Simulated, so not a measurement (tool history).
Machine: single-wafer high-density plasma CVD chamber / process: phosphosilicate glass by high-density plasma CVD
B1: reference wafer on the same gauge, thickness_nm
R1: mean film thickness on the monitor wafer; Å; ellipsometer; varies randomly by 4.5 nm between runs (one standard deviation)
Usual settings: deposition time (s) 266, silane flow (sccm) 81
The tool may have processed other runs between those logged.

run 1 hour=0.0 | deposition_time_(s)=236 silane_flow_(sccm)=81 | B1=2030.255 | R1=18976.14
run 2 hour=39.2 | deposition_time_(s)=236 silane_flow_(sccm)=81 | B1=2030.964 | R1=18960.04
run 3 hour=63.6 | deposition_time_(s)=236 silane_flow_(sccm)=81 | B1=2030.167 | R1=19037.55
run 4 hour=205.3 | deposition_time_(s)=279 silane_flow_(sccm)=81 | B1=2031.270 | R1=22436.00
run 5 hour=256.9 | deposition_time_(s)=279 silane_flow_(sccm)=81 | B1=2030.795 | R1=22499.03
run 6 hour=326.8 | deposition_time_(s)=266 silane_flow_(sccm)=81 | B1=2029.642 | R1=21444.47
run 7 hour=374.4 | deposition_time_(s)=266 silane_flow_(sccm)=81 | B1=2030.908 | R1=21451.94
run 8 hour=431.3 | deposition_time_(s)=266 silane_flow_(sccm)=93 | B1=2028.181 | R1=24663.71
run 9 hour=471.7 | deposition_time_(s)=266 silane_flow_(sccm)=93 | B1=2028.019 | R1=24636.75
run 10 hour=517.8 | deposition_time_(s)=266 silane_flow_(sccm)=72 | B1=2031.344 | R1=19125.27
run 11 hour=561.6 | deposition_time_(s)=266 silane_flow_(sccm)=81 | B1=2031.418 | R1=21510.17
run 12 hour=614.6 | deposition_time_(s)=266 silane_flow_(sccm)=81 | B1=2029.535 | R1=21488.83
run 13 hour=639.6 | deposition_time_(s)=266 silane_flow_(sccm)=81 | B1=2029.026 | R1=21570.80
run 14 hour=710.5 | deposition_time_(s)=266 silane_flow_(sccm)=73 | B1=2029.982 | R1=19480.88
run 15 hour=764.7 | deposition_time_(s)=266 silane_flow_(sccm)=73 | B1=2031.574 | R1=19414.76
run 16 hour=803.9 | deposition_time_(s)=266 silane_flow_(sccm)=81 | B1=2031.773 | R1=21662.07
run 17 hour=846.0 | deposition_time_(s)=266 silane_flow_(sccm)=81 | B1=2029.703 | R1=21552.19
-- hour=876.4 gauge calibrated
run 18 hour=896.6 | deposition_time_(s)=266 silane_flow_(sccm)=81 | B1=2028.554 | R1=21622.05
run 19 hour=984.5 | deposition_time_(s)=266 silane_flow_(sccm)=81 | B1=2029.931 | R1=21645.68
run 20 hour=1055.3 | deposition_time_(s)=266 silane_flow_(sccm)=87 | B1=2030.894 | R1=23298.42
run 21 hour=1111.0 | deposition_time_(s)=247 silane_flow_(sccm)=92 | B1=2029.054 | R1=22894.42
run 22 hour=1160.5 | deposition_time_(s)=266 silane_flow_(sccm)=81 | B1=2029.459 | R1=21648.97
run 23 hour=1215.3 | deposition_time_(s)=289 silane_flow_(sccm)=93 | B1=2030.564 | R1=26951.97
run 24 hour=1240.0 | deposition_time_(s)=302 silane_flow_(sccm)=93 | B1=2032.058 | R1=28283.52
run 25 hour=1270.9 | deposition_time_(s)=266 silane_flow_(sccm)=73 | B1=2031.360 | R1=19516.65
run 26 hour=1296.7 | deposition_time_(s)=286 silane_flow_(sccm)=68 | B1=2031.232 | R1=19555.06
-- hour=1348.4 silane flow controller replaced
run 27 hour=1365.1 | deposition_time_(s)=266 silane_flow_(sccm)=81 | B1=2029.712 | R1=20489.19
run 28 hour=1501.6 | deposition_time_(s)=244 silane_flow_(sccm)=71 | B1=2030.528 | R1=16455.65
run 29 hour=1551.9 | deposition_time_(s)=266 silane_flow_(sccm)=81 | B1=2030.126 | R1=20462.66
run 30 hour=1581.9 | deposition_time_(s)=238 silane_flow_(sccm)=86 | B1=2028.668 | R1=19479.32
run 31 hour=1624.3 | deposition_time_(s)=317 silane_flow_(sccm)=81 | B1=2028.929 | R1=24365.08
run 32 hour=1658.4 | deposition_time_(s)=287 silane_flow_(sccm)=67 | B1=2028.752 | R1=18300.03
run 33 hour=1684.3 | deposition_time_(s)=230 silane_flow_(sccm)=81 | B1=2031.365 | R1=17682.20
run 34 hour=1740.2 | deposition_time_(s)=297 silane_flow_(sccm)=74 | B1=2030.876 | R1=21016.59
run 35 hour=1797.5 | deposition_time_(s)=229 silane_flow_(sccm)=93 | B1=2031.316 | R1=20311.60
run 36 hour=1839.3 | deposition_time_(s)=266 silane_flow_(sccm)=81 | B1=2028.574 | R1=20685.76
run 37 hour=1867.3 | deposition_time_(s)=266 silane_flow_(sccm)=81 | B1=2027.629 | R1=20574.36

Consider 5 possible next runs. They are alternatives, not a sequence: every one starts from the tool as it was left by run 37. What does each give?
run A hour=1867.8 | deposition_time_(s)=266 silane_flow_(sccm)=81 | B1=? | R1=?
run B hour=1867.8 | deposition_time_(s)=220 silane_flow_(sccm)=73 | B1=? | R1=?
run C hour=1867.8 | deposition_time_(s)=293 silane_flow_(sccm)=90 | B1=? | R1=?
run D hour=1867.8 | deposition_time_(s)=246 silane_flow_(sccm)=68 | B1=? | R1=?
run E hour=1867.8 | deposition_time_(s)=286 silane_flow_(sccm)=86 | B1=? | R1=?

run=A B1=2028.775 R1=20590.48
run=B B1=2028.775 R1=15347.78
run=C B1=2028.775 R1=25200.55
run=D B1=2028.775 R1=15986.15
run=E B1=2028.775 R1=23505.22
With no hidden state in the tool, these same runs would have given:
run=A R1=20447.87
run=B R1=15241.47
run=C R1=25026.00
run=D R1=15875.43
run=E R1=23342.42
